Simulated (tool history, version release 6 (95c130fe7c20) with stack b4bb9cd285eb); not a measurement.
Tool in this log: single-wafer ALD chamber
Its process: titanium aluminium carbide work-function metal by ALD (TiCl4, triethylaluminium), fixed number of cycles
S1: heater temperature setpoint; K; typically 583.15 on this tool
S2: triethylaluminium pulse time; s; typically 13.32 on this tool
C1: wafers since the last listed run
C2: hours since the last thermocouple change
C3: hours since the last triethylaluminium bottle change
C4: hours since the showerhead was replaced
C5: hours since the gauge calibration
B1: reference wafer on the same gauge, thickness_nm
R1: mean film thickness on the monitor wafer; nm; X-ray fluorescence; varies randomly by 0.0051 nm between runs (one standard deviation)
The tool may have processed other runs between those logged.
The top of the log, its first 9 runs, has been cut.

{"run": 10, "hour": 101.7, "S1": 583.15, "S2": 10.45, "C1": 56, "C2": 54.8, "C3": 1004.2, "C4": 4072.4, "C5": 42.7, "B1": 1.758, "R1": 1.888}
{"run": 11, "hour": 111.8, "S1": 583.15, "S2": 13.32, "C1": 70, "C2": 64.9, "C3": 1014.3, "C4": 4082.5, "C5": 52.8, "B1": 1.759, "R1": 1.995}
{"run": 12, "hour": 129.1, "S1": 573.15, "S2": 9.91, "C1": 120, "C2": 82.2, "C3": 1031.6, "C4": 4099.8, "C5": 70.1, "B1": 1.761, "R1": 1.779}
{"hour": 159.4, "done": "triethylaluminium bottle replaced"}
{"run": 13, "hour": 159.9, "S1": 583.15, "S2": 13.32, "C1": 159, "C2": 113.0, "C3": 0.5, "C4": 4130.6, "C5": 100.9, "B1": 1.759, "R1": 2.028}
{"run": 14, "hour": 171.4, "S1": 570.15, "S2": 13.32, "C1": 80, "C2": 124.5, "C3": 12.0, "C4": 4142.1, "C5": 112.4, "B1": 1.763, "R1": 1.897}
{"run": 15, "hour": 180.3, "S1": 583.15, "S2": 13.32, "C1": 62, "C2": 133.4, "C3": 20.9, "C4": 4151.0, "C5": 121.3, "B1": 1.759, "R1": 2.011}
{"run": 16, "hour": 196.6, "S1": 583.15, "S2": 16.74, "C1": 113, "C2": 149.7, "C3": 37.2, "C4": 4167.3, "C5": 137.6, "B1": 1.761, "R1": 2.049}
{"run": 17, "hour": 207.0, "S1": 577.15, "S2": 8.12, "C1": 72, "C2": 160.1, "C3": 47.6, "C4": 4177.7, "C5": 148.0, "B1": 1.76, "R1": 1.778}
{"run": 18, "hour": 221.3, "S1": 583.15, "S2": 13.32, "C1": 99, "C2": 174.4, "C3": 61.9, "C4": 4192.0, "C5": 162.3, "B1": 1.761, "R1": 2.019}
{"run": 19, "hour": 234.5, "S1": 587.15, "S2": 13.32, "C1": 92, "C2": 187.6, "C3": 75.1, "C4": 4205.2, "C5": 175.5, "B1": 1.761, "R1": 2.052}
{"run": 20, "hour": 250.2, "S1": 572.15, "S2": 15.83, "C1": 109, "C2": 203.3, "C3": 90.8, "C4": 4220.9, "C5": 191.2, "B1": 1.759, "R1": 1.945}
{"run": 21, "hour": 264.0, "S1": 583.15, "S2": 13.32, "C1": 96, "C2": 217.1, "C3": 104.6, "C4": 4234.7, "C5": 205.0, "B1": 1.762, "R1": 2.025}
{"run": 22, "hour": 275.6, "S1": 574.15, "S2": 10.01, "C1": 80, "C2": 228.7, "C3": 116.2, "C4": 4246.3, "C5": 216.6, "B1": 1.758, "R1": 1.866}
{"run": 23, "hour": 288.7, "S1": 583.15, "S2": 13.32, "C1": 91, "C2": 241.8, "C3": 129.3, "C4": 4259.4, "C5": 229.7, "B1": 1.762, "R1": 2.024}
{"hour": 309.4, "done": "showerhead replaced"}
{"run": 24, "hour": 309.9, "S1": 583.15, "S2": 13.32, "C1": 92, "C2": 263.0, "C3": 150.5, "C4": 0.5, "C5": 250.9, "B1": 1.762, "R1": 2.021}
{"run": 25, "hour": 319.5, "S1": 571.15, "S2": 8.14, "C1": 66, "C2": 272.6, "C3": 160.1, "C4": 10.1, "C5": 260.5, "B1": 1.761, "R1": 1.722}
{"run": 26, "hour": 331.1, "S1": 575.15, "S2": 9.03, "C1": 80, "C2": 284.2, "C3": 171.7, "C4": 21.7, "C5": 272.1, "B1": 1.76, "R1": 1.816}
{"run": 27, "hour": 347.1, "S1": 571.15, "S2": 17.72, "C1": 111, "C2": 300.2, "C3": 187.7, "C4": 37.7, "C5": 288.1, "B1": 1.76, "R1": 1.931}
{"run": 28, "hour": 357.7, "S1": 596.15, "S2": 13.32, "C1": 73, "C2": 310.8, "C3": 198.3, "C4": 48.3, "C5": 298.7, "B1": 1.759, "R1": 2.141}
{"run": 29, "hour": 371.3, "S1": 574.15, "S2": 10.01, "C1": 94, "C2": 324.4, "C3": 211.9, "C4": 61.9, "C5": 312.3, "B1": 1.76, "R1": 1.863}
{"run": 30, "hour": 384.7, "S1": 592.15, "S2": 13.32, "C1": 93, "C2": 337.8, "C3": 225.3, "C4": 75.3, "C5": 325.7, "B1": 1.76, "R1": 2.099}
{"run": 31, "hour": 397.3, "S1": 583.15, "S2": 15.88, "C1": 87, "C2": 350.4, "C3": 237.9, "C4": 87.9, "C5": 338.3, "B1": 1.762, "R1": 2.043}
{"run": 32, "hour": 413.8, "S1": 583.15, "S2": 13.32, "C1": 115, "C2": 366.9, "C3": 254.4, "C4": 104.4, "C5": 354.8, "B1": 1.762, "R1": 2.011}
{"run": 33, "hour": 430.5, "S1": 589.15, "S2": 13.32, "C1": 116, "C2": 383.6, "C3": 271.1, "C4": 121.1, "C5": 371.5, "B1": 1.758, "R1": 2.072}

Branching from run 33: 4 alternative next runs. What would each branch give?
{"run": "A", "hour": 430.9, "S1": 583.15, "S2": 10.53, "C1": 2, "C2": 384.0, "C3": 271.5, "C4": 121.5, "C5": 371.9, "B1": "?", "R1": "?"}
{"run": "B", "hour": 430.9, "S1": 583.15, "S2": 15.27, "C1": 2, "C2": 384.0, "C3": 271.5, "C4": 121.5, "C5": 371.9, "B1": "?", "R1": "?"}
{"run": "C", "hour": 430.9, "S1": 575.15, "S2": 14.66, "C1": 2, "C2": 384.0, "C3": 271.5, "C4": 121.5, "C5": 371.9, "B1": "?", "R1": "?"}
{"run": "D", "hour": 430.9, "S1": 574.15, "S2": 15.59, "C1": 2, "C2": 384.0, "C3": 271.5, "C4": 121.5, "C5": 371.9, "B1": "?", "R1": "?"}

run=A B1=1.760 R1=1.963
run=B B1=1.760 R1=2.046
run=C B1=1.760 R1=1.967
run=D B1=1.760 R1=1.964
Had the tool no hidden state, the same runs would have come out as:
run=A R1=1.991
run=B R1=2.050
run=C R1=1.973
run=D R1=1.967
